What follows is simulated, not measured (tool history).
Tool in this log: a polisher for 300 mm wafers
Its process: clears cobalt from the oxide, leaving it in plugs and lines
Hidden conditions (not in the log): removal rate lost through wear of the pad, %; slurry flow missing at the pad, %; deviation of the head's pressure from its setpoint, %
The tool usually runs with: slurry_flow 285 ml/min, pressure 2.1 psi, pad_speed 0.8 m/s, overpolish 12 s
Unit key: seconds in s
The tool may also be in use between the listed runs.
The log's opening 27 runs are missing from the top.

run      day  slurry_flow  pressure  pad_speed  overpolish  wafers since the last listed run  wafers polished on this pad  hours since the slurry nozzle was cleaned  hours since the head pressure was calibrated  incoming thickness of the incoming film, nm  seconds
 28   80.788          285       1.8        0.6          12                               579                         8011                                        235                                         149.1                                        293.7    100.9
      84.058  -- worn pad replaced by a new one
 29   86.179          320       2.3        0.8          12                              1888                          766                                      364.4                                         278.5                                        288.1     60.8
 30   90.338          285       2.1        0.8          12                              1502                         2269                                      464.2                                         378.3                                          291     69.5
 31   92.992          285       1.9       0.96          12                               959                         3228                                      527.9                                           442                                        287.4     65.5
 32   96.829          285       2.1        0.8          12                              1386                         4615                                        620                                         534.1                                        287.8     67.9
 33   99.688          285       2.4        0.8          12                              1033                         5648                                      688.6                                         602.7                                        295.6     60.1
     101.221  -- slurry nozzle cleaned
 34  101.838          285       2.7        0.9           8                               761                         6410                                       14.8                                         654.3                                        287.1     48.6
 35  103.338          205       1.9       0.66          17                               542                         6952                                       50.8                                         690.3                                        289.7     88.7

What if the next run were any one of these 3? Each begins from the tool's condition after run 35:
  A  103.354          285       2.1       0.88          12                                 6                         6958                                       51.2                                         690.7                                        290.1        ?
  B  103.354          285       1.5        0.8          16                                 6                         6958                                       51.2                                         690.7                                        290.1        ?
  C  103.354          240       2.1        0.8          14                                 6                         6958                                       51.2                                         690.7                                        290.1        ?

run  seconds
  A     60.9
  B     91.9
  C     66.8
Without the tool's unlogged condition, the same runs would have read:
run  seconds
  A     60.9
  B     91.9
  C     66.8

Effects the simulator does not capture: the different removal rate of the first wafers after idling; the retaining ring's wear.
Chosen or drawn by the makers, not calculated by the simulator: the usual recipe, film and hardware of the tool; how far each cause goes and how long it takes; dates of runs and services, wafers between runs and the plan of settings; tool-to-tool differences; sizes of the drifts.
